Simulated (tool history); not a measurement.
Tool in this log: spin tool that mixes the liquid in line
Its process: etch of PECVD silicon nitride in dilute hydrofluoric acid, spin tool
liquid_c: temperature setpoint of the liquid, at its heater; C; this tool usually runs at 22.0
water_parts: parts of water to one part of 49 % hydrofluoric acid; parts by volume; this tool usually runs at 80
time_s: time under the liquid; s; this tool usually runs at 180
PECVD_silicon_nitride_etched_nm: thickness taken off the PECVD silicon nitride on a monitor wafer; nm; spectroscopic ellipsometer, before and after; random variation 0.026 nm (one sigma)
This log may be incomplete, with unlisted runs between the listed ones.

| run | day | liquid_c | water_parts | time_s | read-back film thickness of the PECVD silicon nitride reference wafer, read on the same gauge (nm) | PECVD_silicon_nitride_etched_nm |
|---|---|---|---|---|---|---|
| 1 | 0.000 | 18.0 | 80 | 180 | 129.996 | 2.607 |
| 2 | 1.000 | 18.0 | 80 | 180 | 129.995 | 2.679 |
| 3 | 1.383 | 18.0 | 80 | 180 | 130.007 | 2.616 |
| 4 | 1.946 | 22.0 | 65 | 130 | 130.016 | 3.005 |
| 5 | 2.375 | 22.0 | 65 | 130 | 129.994 | 3.082 |
| 6 | 2.729 | 22.0 | 65 | 130 | 129.997 | 3.015 |
| 7 | 3.450 | 22.0 | 80 | 110 | 129.995 | 2.119 |
| 8 | 3.804 | 24.0 | 80 | 180 | 129.994 | 3.992 |
| 9 | 4.388 | 24.0 | 80 | 180 | 129.995 | 3.961 |
| 10 | 4.975 | 19.0 | 80 | 180 | 130.004 | 2.808 |
|  | 5.042 | hydrofluoric acid flow meter replaced |
| 11 | 5.446 | 22.0 | 80 | 180 | 130.011 | 3.435 |
| 12 | 5.762 | 22.0 | 80 | 180 | 129.996 | 3.432 |
| 13 | 6.112 | 22.0 | 80 | 180 | 130.010 | 3.418 |
|  | 6.117 | gauge calibrated |
| 14 | 6.375 | 22.0 | 80 | 180 | 129.984 | 3.433 |
| 15 | 6.658 | 22.0 | 80 | 75 | 130.007 | 1.434 |
| 16 | 7.200 | 23.5 | 80 | 235 | 130.000 | 4.994 |
| 17 | 7.571 | 24.0 | 50 | 115 | 129.994 | 4.017 |
| 18 | 7.942 | 19.5 | 60 | 180 | 129.998 | 3.853 |
| 19 | 8.208 | 25.5 | 80 | 180 | 130.001 | 4.329 |

Run 20 is up next; what results do you expect?
| 20 | 8.521 | 22.0 | 80 | 180 | ? | ? |

Run 20 came out at read-back film thickness of the PECVD silicon nitride reference wafer, read on the same gauge (nm) 130.007, PECVD_silicon_nitride_etched_nm 3.448 nm.
Minus the tool's unlogged condition, the same run would have read PECVD_silicon_nitride_etched_nm 3.448 nm.

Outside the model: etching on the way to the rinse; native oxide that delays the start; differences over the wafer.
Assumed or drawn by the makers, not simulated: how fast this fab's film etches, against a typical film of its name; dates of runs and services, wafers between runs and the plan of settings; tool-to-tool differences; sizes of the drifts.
